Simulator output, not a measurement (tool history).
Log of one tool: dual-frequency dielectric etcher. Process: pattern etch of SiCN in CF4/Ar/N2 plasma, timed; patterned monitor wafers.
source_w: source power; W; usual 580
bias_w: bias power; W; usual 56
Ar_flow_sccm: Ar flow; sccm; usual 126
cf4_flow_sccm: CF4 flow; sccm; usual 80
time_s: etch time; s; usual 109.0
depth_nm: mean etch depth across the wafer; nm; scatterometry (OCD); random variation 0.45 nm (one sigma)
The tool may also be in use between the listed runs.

| run | hour | source_w | bias_w | Ar_flow_sccm | cf4_flow_sccm | time_s | wafers since the last listed run | hours since the last wet clean | hours since the last source power generator calibration | hours since the last bias power generator calibration | hours since the last Ar flow controller change | hours since the last CF4 flow controller change | hours since the last upper electrode change | hours since the gauge calibration | read-back reference wafer on the same gauge, depth_nm | depth_nm |
|---|---|---|---|---|---|---|---|---|---|---|---|---|---|---|---|---|
| 1 | 0.0 | 530 | 56 | 126 | 69 | 109.0 | 0 | 48.0 | 1794.5 | 2984.7 | 397.3 | 1075.1 | 254.8 | 34.9 | 128.8 | 102.2 |
| 2 | 55.2 | 580 | 56 | 134 | 80 | 95.5 | 322 | 103.2 | 1849.7 | 3039.9 | 452.5 | 1130.3 | 310.0 | 90.1 | 128.9 | 100.1 |
| 3 | 101.1 | 630 | 65 | 135 | 63 | 109.0 | 267 | 149.1 | 1895.6 | 3085.8 | 498.4 | 1176.2 | 355.9 | 136.0 | 129.0 | 122.7 |
|  | 124.7 | source power generator calibrated |
| 4 | 161.9 | 580 | 56 | 116 | 80 | 109.0 | 331 | 209.9 | 37.2 | 3146.6 | 559.2 | 1237.0 | 416.7 | 196.8 | 129.1 | 115.2 |
| 5 | 224.6 | 580 | 56 | 104 | 80 | 109.0 | 365 | 272.6 | 99.9 | 3209.3 | 621.9 | 1299.7 | 479.4 | 259.5 | 129.0 | 115.8 |
|  | 238.2 | bias power generator calibrated |
| 6 | 266.6 | 580 | 56 | 134 | 80 | 95.5 | 221 | 314.6 | 141.9 | 28.4 | 663.9 | 1341.7 | 521.4 | 301.5 | 129.0 | 99.0 |
| 7 | 307.1 | 580 | 56 | 95 | 91 | 119.0 | 236 | 355.1 | 182.4 | 68.9 | 704.4 | 1382.2 | 561.9 | 342.0 | 129.1 | 129.2 |
| 8 | 361.4 | 580 | 48 | 105 | 80 | 109.0 | 316 | 409.4 | 236.7 | 123.2 | 758.7 | 1436.5 | 616.2 | 396.3 | 129.2 | 112.4 |
| 9 | 387.6 | 530 | 56 | 126 | 80 | 78.5 | 152 | 435.6 | 262.9 | 149.4 | 784.9 | 1462.7 | 642.4 | 422.5 | 129.1 | 73.6 |
|  | 432.2 | wet clean of the chamber |
|  | 434.8 | CF4 flow controller replaced |
| 10 | 435.3 | 580 | 56 | 126 | 80 | 109.0 | 123 | 3.1 | 310.6 | 197.1 | 832.6 | 0.5 | 690.1 | 470.2 | 129.1 | 114.0 |
| 11 | 460.4 | 580 | 56 | 126 | 80 | 129.5 | 146 | 28.2 | 335.7 | 222.2 | 857.7 | 25.6 | 715.2 | 495.3 | 129.2 | 134.8 |
| 12 | 511.8 | 580 | 56 | 126 | 90 | 109.0 | 299 | 79.6 | 387.1 | 273.6 | 909.1 | 77.0 | 766.6 | 546.7 | 129.3 | 115.7 |
| 13 | 558.7 | 580 | 56 | 126 | 80 | 109.0 | 273 | 126.5 | 434.0 | 320.5 | 956.0 | 123.9 | 813.5 | 593.6 | 129.0 | 114.3 |
| 14 | 622.9 | 580 | 56 | 126 | 80 | 109.0 | 374 | 190.7 | 498.2 | 384.7 | 1020.2 | 188.1 | 877.7 | 657.8 | 129.1 | 113.0 |
| 15 | 660.6 | 580 | 46 | 99 | 80 | 86.0 | 220 | 228.4 | 535.9 | 422.4 | 1057.9 | 225.8 | 915.4 | 695.5 | 129.0 | 88.4 |
| 16 | 688.8 | 580 | 56 | 126 | 80 | 87.0 | 164 | 256.6 | 564.1 | 450.6 | 1086.1 | 254.0 | 943.6 | 723.7 | 129.1 | 89.8 |
| 17 | 744.1 | 580 | 56 | 126 | 80 | 109.0 | 322 | 311.9 | 619.4 | 505.9 | 1141.4 | 309.3 | 998.9 | 779.0 | 129.1 | 112.3 |
| 18 | 792.5 | 700 | 56 | 137 | 80 | 109.0 | 282 | 360.3 | 667.8 | 554.3 | 1189.8 | 357.7 | 1047.3 | 827.4 | 129.0 | 135.2 |
| 19 | 854.2 | 580 | 56 | 126 | 80 | 109.0 | 360 | 422.0 | 729.5 | 616.0 | 1251.5 | 419.4 | 1109.0 | 889.1 | 129.0 | 112.2 |
|  | 892.0 | wet clean of the chamber |
| 20 | 897.6 | 460 | 67 | 137 | 98 | 109.0 | 113 | 5.6 | 772.9 | 659.4 | 1294.9 | 462.8 | 1152.4 | 932.5 | 129.2 | 92.8 |
| 21 | 954.7 | 710 | 65 | 126 | 89 | 127.0 | 333 | 62.7 | 830.0 | 716.5 | 1352.0 | 519.9 | 1209.5 | 989.6 | 129.2 | 171.4 |

4 ways to go on from here, each from the tool as it stands after run 21. What would each give?
| A | 955.1 | 580 | 56 | 126 | 95 | 109.0 | 2 | 63.1 | 830.4 | 716.9 | 1352.4 | 520.3 | 1209.9 | 990.0 | ? | ? |
| B | 955.1 | 580 | 56 | 146 | 80 | 109.0 | 2 | 63.1 | 830.4 | 716.9 | 1352.4 | 520.3 | 1209.9 | 990.0 | ? | ? |
| C | 955.1 | 580 | 45 | 126 | 80 | 76.5 | 2 | 63.1 | 830.4 | 716.9 | 1352.4 | 520.3 | 1209.9 | 990.0 | ? | ? |
| D | 955.1 | 620 | 49 | 107 | 98 | 109.0 | 2 | 63.1 | 830.4 | 716.9 | 1352.4 | 520.3 | 1209.9 | 990.0 | ? | ? |

| run | read-back reference wafer on the same gauge, depth_nm | depth_nm |
|---|---|---|
| A | 129.1 | 117.7 |
| B | 129.1 | 113.0 |
| C | 129.1 | 78.0 |
| D | 129.1 | 126.5 |
Without the tool's hidden state the same runs would have given:
| run | depth_nm |
|---|---|
| A | 118.6 |
| B | 113.9 |
| C | 78.6 |
| D | 127.4 |
